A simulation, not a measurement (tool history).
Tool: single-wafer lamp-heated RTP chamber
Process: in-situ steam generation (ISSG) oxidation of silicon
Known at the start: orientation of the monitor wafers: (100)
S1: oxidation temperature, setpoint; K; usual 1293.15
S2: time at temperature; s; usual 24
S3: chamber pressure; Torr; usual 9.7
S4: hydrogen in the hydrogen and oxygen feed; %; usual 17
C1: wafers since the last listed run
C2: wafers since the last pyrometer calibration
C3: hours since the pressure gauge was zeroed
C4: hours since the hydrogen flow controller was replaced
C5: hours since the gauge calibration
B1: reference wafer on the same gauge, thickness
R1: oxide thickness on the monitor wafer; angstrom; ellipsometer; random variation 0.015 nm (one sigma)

{"run": 1, "hour": 0.0, "S1": 1293.15, "S2": 24, "S3": 9.7, "S4": 25, "C1": 0, "C2": 3609, "C3": 237.4, "C4": 1752.1, "C5": 1362.2, "B1": 4.813, "R1": 64.82}
{"run": 2, "hour": 67.8, "S1": 1293.15, "S2": 24, "S3": 9.4, "S4": 17, "C1": 632, "C2": 4241, "C3": 305.2, "C4": 1819.9, "C5": 1430, "B1": 4.812, "R1": 60.33}
{"run": 3, "hour": 168.8, "S1": 1293.15, "S2": 24, "S3": 9.4, "S4": 17, "C1": 941, "C2": 5182, "C3": 406.2, "C4": 1920.9, "C5": 1531, "B1": 4.811, "R1": 59.96}
{"run": 4, "hour": 254.6, "S1": 1293.15, "S2": 24, "S3": 9.4, "S4": 17, "C1": 800, "C2": 5982, "C3": 492, "C4": 2006.7, "C5": 1616.8, "B1": 4.811, "R1": 60.21}
{"run": 5, "hour": 361.4, "S1": 1293.15, "S2": 24, "S3": 9.7, "S4": 17, "C1": 995, "C2": 6978, "C3": 598.8, "C4": 2113.5, "C5": 1723.6, "B1": 4.805, "R1": 59.69}
{"hour": 457.2, "done": "pyrometer window cleaned and pyrometer calibrated"}
{"run": 6, "hour": 668.7, "S1": 1293.15, "S2": 24, "S3": 9.7, "S4": 17, "C1": 2790, "C2": 1971, "C3": 906.1, "C4": 2420.8, "C5": 2030.9, "B1": 4.805, "R1": 60.09}
{"run": 7, "hour": 721.4, "S1": 1293.15, "S2": 24, "S3": 9.7, "S4": 17, "C1": 491, "C2": 2463, "C3": 958.8, "C4": 2473.5, "C5": 2083.6, "B1": 4.808, "R1": 59.98}
{"run": 8, "hour": 805.8, "S1": 1297.15, "S2": 31, "S3": 9.7, "S4": 17, "C1": 786, "C2": 3250, "C3": 1043.2, "C4": 2557.9, "C5": 2168, "B1": 4.804, "R1": 69.69}
{"hour": 849.0, "done": "hydrogen flow controller replaced"}
{"run": 9, "hour": 900.6, "S1": 1298.15, "S2": 24, "S3": 9.7, "S4": 17, "C1": 809, "C2": 4059, "C3": 1138, "C4": 51.6, "C5": 2262.8, "B1": 4.806, "R1": 61.11}
{"run": 10, "hour": 963.3, "S1": 1293.15, "S2": 24, "S3": 9.7, "S4": 17, "C1": 584, "C2": 4643, "C3": 1200.7, "C4": 114.3, "C5": 2325.5, "B1": 4.802, "R1": 60.21}
{"run": 11, "hour": 1030.1, "S1": 1293.15, "S2": 24, "S3": 9.7, "S4": 23, "C1": 622, "C2": 5266, "C3": 1267.5, "C4": 181.1, "C5": 2392.3, "B1": 4.799, "R1": 64.11}
{"run": 12, "hour": 1106.6, "S1": 1293.15, "S2": 24, "S3": 9.7, "S4": 23, "C1": 713, "C2": 5980, "C3": 1344, "C4": 257.6, "C5": 2468.8, "B1": 4.803, "R1": 63.76}
{"run": 13, "hour": 1170.0, "S1": 1306.15, "S2": 24, "S3": 9.7, "S4": 11, "C1": 591, "C2": 6571, "C3": 1407.4, "C4": 321, "C5": 2532.2, "B1": 4.799, "R1": 58.65}
{"run": 14, "hour": 1247.5, "S1": 1306.15, "S2": 24, "S3": 9.7, "S4": 11, "C1": 722, "C2": 7293, "C3": 1484.9, "C4": 398.5, "C5": 2609.7, "B1": 4.803, "R1": 58.36}
{"run": 15, "hour": 1287.6, "S1": 1293.15, "S2": 29, "S3": 9.7, "S4": 17, "C1": 373, "C2": 7667, "C3": 1525, "C4": 438.6, "C5": 2649.8, "B1": 4.805, "R1": 65.76}
{"hour": 1298.2, "done": "pyrometer window cleaned and pyrometer calibrated"}
{"hour": 1315.3, "done": "gauge calibrated"}
{"run": 16, "hour": 1336.2, "S1": 1293.15, "S2": 24, "S3": 9.7, "S4": 17, "C1": 378, "C2": 354, "C3": 1573.6, "C4": 487.2, "C5": 20.9, "B1": 4.887, "R1": 61.09}
{"run": 17, "hour": 1397.9, "S1": 1293.15, "S2": 24, "S3": 9.4, "S4": 17, "C1": 575, "C2": 929, "C3": 1635.3, "C4": 548.9, "C5": 82.6, "B1": 4.88, "R1": 60.84}
{"run": 18, "hour": 1466.7, "S1": 1297.15, "S2": 31, "S3": 9.7, "S4": 17, "C1": 641, "C2": 1571, "C3": 1704.1, "C4": 617.7, "C5": 151.4, "B1": 4.877, "R1": 70.75}
{"run": 19, "hour": 1533.1, "S1": 1293.15, "S2": 24, "S3": 9.7, "S4": 25, "C1": 619, "C2": 2190, "C3": 1770.5, "C4": 684.1, "C5": 217.8, "B1": 4.869, "R1": 65.63}
{"run": 20, "hour": 1605.4, "S1": 1307.15, "S2": 24, "S3": 8.7, "S4": 12, "C1": 674, "C2": 2864, "C3": 1842.8, "C4": 756.4, "C5": 290.1, "B1": 4.865, "R1": 61.34}
{"run": 21, "hour": 1666.4, "S1": 1274.15, "S2": 27, "S3": 9.7, "S4": 11, "C1": 568, "C2": 3433, "C3": 1903.8, "C4": 817.4, "C5": 351.1, "B1": 4.859, "R1": 54.04}
{"run": 22, "hour": 1709.9, "S1": 1293.15, "S2": 27, "S3": 9.7, "S4": 12, "C1": 405, "C2": 3838, "C3": 1947.3, "C4": 860.9, "C5": 394.6, "B1": 4.856, "R1": 59.86}
{"run": 23, "hour": 1747.0, "S1": 1293.15, "S2": 21, "S3": 9.7, "S4": 20, "C1": 345, "C2": 4184, "C3": 1984.4, "C4": 898, "C5": 431.7, "B1": 4.856, "R1": 58.62}
{"run": 24, "hour": 1853.7, "S1": 1274.15, "S2": 29, "S3": 8.7, "S4": 17, "C1": 994, "C2": 5179, "C3": 2091.1, "C4": 1004.7, "C5": 538.4, "B1": 4.849, "R1": 61.4}

The next listed run, before its measurement:
{"hour": 1878.8, "done": "pressure gauge zeroed"}
{"run": 25, "hour": 1918.0, "S1": 1275.15, "S2": 28, "S3": 9.7, "S4": 17, "C1": 524, "C2": 5704, "C3": 39.2, "C4": 1069, "C5": 602.7, "B1": "?", "R1": "?"}

{"run 25": {"B1": 4.848, "R1": 60.13}}
Without the tool's hidden state the same run would have given R1 60.66 angstrom.
